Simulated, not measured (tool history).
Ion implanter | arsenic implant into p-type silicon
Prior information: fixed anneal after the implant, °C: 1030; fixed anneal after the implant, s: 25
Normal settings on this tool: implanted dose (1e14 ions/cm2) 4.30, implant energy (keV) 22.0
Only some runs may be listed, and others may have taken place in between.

run	day	implanted dose (1e14 ions/cm2)	implant energy (keV)	read-back reference wafer on the same gauge, sheet resistance	sheet resistance of the implanted and annealed layer (ohm/square)
1	0.000	5.21	22.0	262.69	210.91
2	3.412	5.21	22.0	263.08	210.42
3	7.088	5.21	22.0	262.77	212.15
4	9.871	4.30	22.0	263.10	246.14
5	13.871	4.30	22.0	262.32	245.53
6	16.312	4.30	22.0	263.11	247.13
7	18.492	4.30	22.0	262.54	247.60
8	21.479	4.30	22.0	262.99	247.07
9	24.033	4.30	22.0	263.40	249.91
10	26.379	4.30	22.0	262.88	250.08
11	29.067	4.30	22.0	262.73	249.02
12	32.846	3.32	20.0	262.32	306.62
# day 33.804: gauge calibrated
13	34.421	5.49	19.5	262.81	209.57
14	37.458	3.02	15.5	263.30	339.87
# day 39.958: extraction supply calibrated
15	41.417	4.30	22.0	263.24	250.32
# day 43.033: Faraday cup replaced and dose calibrated
16	44.196	3.32	20.0	263.00	305.14
17	47.062	4.30	22.0	262.96	244.65
18	49.088	4.30	22.0	262.64	246.18
19	51.746	3.57	18.0	262.94	289.97
20	55.833	4.78	29.5	263.03	219.37
21	60.075	4.30	22.0	263.23	246.67
22	63.842	3.64	27.0	262.93	272.14
23	66.975	5.09	19.5	263.01	220.08

5 ways to go on from here, each from the tool as it stands after run 23. What would each give?
A	66.992	4.30	29.0	?	?
B	66.992	4.95	25.0	?	?
C	66.992	5.35	17.0	?	?
D	66.992	3.58	29.0	?	?
E	66.992	4.64	28.0	?	?

run	read-back reference wafer on the same gauge, sheet resistance	sheet resistance of the implanted and annealed layer (ohm/square)
A	263.28	239.14
B	263.28	218.97
C	263.28	216.04
D	263.28	275.26
E	263.28	226.64
With no hidden state in the tool, these same runs would have given:
run	sheet resistance of the implanted and annealed layer (ohm/square)
A	236.67
B	216.72
C	213.84
D	272.42
E	224.30
